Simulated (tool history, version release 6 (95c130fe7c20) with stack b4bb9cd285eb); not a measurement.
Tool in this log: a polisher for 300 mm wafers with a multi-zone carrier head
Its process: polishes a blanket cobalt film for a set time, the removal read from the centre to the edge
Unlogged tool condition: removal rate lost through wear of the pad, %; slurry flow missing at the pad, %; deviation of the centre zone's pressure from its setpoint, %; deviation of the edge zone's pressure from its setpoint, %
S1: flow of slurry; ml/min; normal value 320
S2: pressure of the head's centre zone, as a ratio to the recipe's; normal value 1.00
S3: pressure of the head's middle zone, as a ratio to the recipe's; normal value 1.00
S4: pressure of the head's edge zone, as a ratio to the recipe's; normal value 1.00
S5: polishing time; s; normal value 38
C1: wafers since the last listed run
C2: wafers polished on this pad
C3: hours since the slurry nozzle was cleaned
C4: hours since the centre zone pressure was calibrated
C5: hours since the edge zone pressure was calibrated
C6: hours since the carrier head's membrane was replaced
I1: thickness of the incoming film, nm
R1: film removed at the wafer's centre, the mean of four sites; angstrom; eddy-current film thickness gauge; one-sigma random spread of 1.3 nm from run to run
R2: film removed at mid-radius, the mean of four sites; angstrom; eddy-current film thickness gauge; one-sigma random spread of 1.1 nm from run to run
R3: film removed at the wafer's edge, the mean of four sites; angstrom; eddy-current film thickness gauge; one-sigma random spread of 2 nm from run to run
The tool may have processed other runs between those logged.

Run 1, hour 0.0: usual settings; C1 0; C2 928; C3 64.0; C4 226.8; C5 159.5; C6 1181.9; I1 1212.4. Result: R1 1491 angstrom, R2 1446 angstrom, R3 1496 angstrom.
Run 2, hour 60.2: usual settings; C1 569; C2 1497; C3 124.2; C4 287.0; C5 219.7; C6 1242.1; I1 1209.1. Result: R1 1480 angstrom, R2 1426 angstrom, R3 1495 angstrom.
At hour 157.3: worn pad replaced by a new one.
Run 3, hour 157.8: usual settings; C1 885; C2 4; C3 221.8; C4 384.6; C5 317.3; C6 1339.7; I1 1218.3. Result: R1 1461 angstrom, R2 1421 angstrom, R3 1481 angstrom.
Run 4, hour 193.6: usual settings; C1 338; C2 343; C3 257.6; C4 420.4; C5 353.1; C6 1375.5; I1 1183.6. Result: R1 1453 angstrom, R2 1414 angstrom, R3 1454 angstrom.
Run 5, hour 282.6: usual settings but S5 29 s; C1 842; C2 1186; C3 346.6; C4 509.4; C5 442.1; C6 1464.5; I1 1210.6. Result: R1 1100 angstrom, R2 1065 angstrom, R3 1095 angstrom.
Run 6, hour 388.2: usual settings but S5 29 s; C1 999; C2 2185; C3 452.2; C4 615.0; C5 547.7; C6 1570.1; I1 1192.7. Result: R1 1080 angstrom, R2 1055 angstrom, R3 1091 angstrom.
At hour 410.6: worn pad replaced by a new one.
At hour 434.7: slurry nozzle cleaned.
Run 7, hour 441.9: usual settings but S1 405 ml/min; C1 460; C2 286; C3 7.2; C4 668.7; C5 601.4; C6 1623.8; I1 1208.2. Result: R1 1515 angstrom, R2 1511 angstrom, R3 1500 angstrom.
At hour 526.9: centre zone pressure recalibrated.
At hour 531.0: carrier head's membrane replaced by a new one.
Run 8, hour 531.5: usual settings; C1 790; C2 1077; C3 96.8; C4 4.6; C5 691.0; C6 0.5; I1 1201.3. Result: R1 1487 angstrom, R2 1461 angstrom, R3 1527 angstrom.
Run 9, hour 605.6: usual settings; C1 701; C2 1778; C3 170.9; C4 78.7; C5 765.1; C6 74.6; I1 1193.1. Result: R1 1475 angstrom, R2 1441 angstrom, R3 1522 angstrom.
At hour 635.3: worn pad replaced by a new one.
Run 10, hour 643.4: usual settings but S4 0.96; C1 319; C2 76; C3 208.7; C4 116.5; C5 802.9; C6 112.4; I1 1223.2. Result: R1 1460 angstrom, R2 1443 angstrom, R3 1494 angstrom.
At hour 669.8: edge zone pressure recalibrated.
At hour 872.6: slurry nozzle cleaned.
Run 11, hour 899.2: usual settings but S2 0.96; C1 2392; C2 2469; C3 26.6; C4 372.3; C5 229.4; C6 368.2; I1 1208.7. Result: R1 1428 angstrom, R2 1462 angstrom, R3 1508 angstrom.
At hour 905.6: worn pad replaced by a new one.
Run 12, hour 1053.7: usual settings but S1 360 ml/min; C1 1424; C2 1401; C3 181.1; C4 526.8; C5 383.9; C6 522.7; I1 1214.7. Result: R1 1492 angstrom, R2 1463 angstrom, R3 1494 angstrom.
Run 13, hour 1098.9: usual settings; C1 427; C2 1829; C3 226.3; C4 572.0; C5 429.1; C6 567.9; I1 1208.4. Result: R1 1481 angstrom, R2 1410 angstrom, R3 1487 angstrom.
At hour 1116.6: worn pad replaced by a new one.
Run 14, hour 1149.8: usual settings but S2 0.97, S5 49 s; C1 443; C2 313; C3 277.2; C4 622.9; C5 480.0; C6 618.8; I1 1197.9. Result: R1 1845 angstrom, R2 1831 angstrom, R3 1869 angstrom.
Run 15, hour 1224.2: usual settings but S1 400 ml/min, S2 0.97, S3 1.11; C1 704; C2 1018; C3 351.6; C4 697.3; C5 554.4; C6 693.2; I1 1198.9. Result: R1 1437 angstrom, R2 1577 angstrom, R3 1503 angstrom.

Table of differences, measured result less the result of that run with no hidden state. Run-to-run variation is the same in both. Gauge scatter possibly is not:
run   R1   R2   R3
  1  -15  -13  -10
  2  -24  -21  -17
  3  -41  -36  -28
  4  -48  -42  -32
  5  -52  -45  -35
  6  -75  -65  -51
  7   -1   -1   -1
  8  -13  -11   -9
  9  -24  -21  -17
 10  -30  -27  -21
 11   -3   -3   -2
 12  -23  -20  -15
 13  -34  -29  -22
 14  -53  -48  -37
 15  -46  -46  -33

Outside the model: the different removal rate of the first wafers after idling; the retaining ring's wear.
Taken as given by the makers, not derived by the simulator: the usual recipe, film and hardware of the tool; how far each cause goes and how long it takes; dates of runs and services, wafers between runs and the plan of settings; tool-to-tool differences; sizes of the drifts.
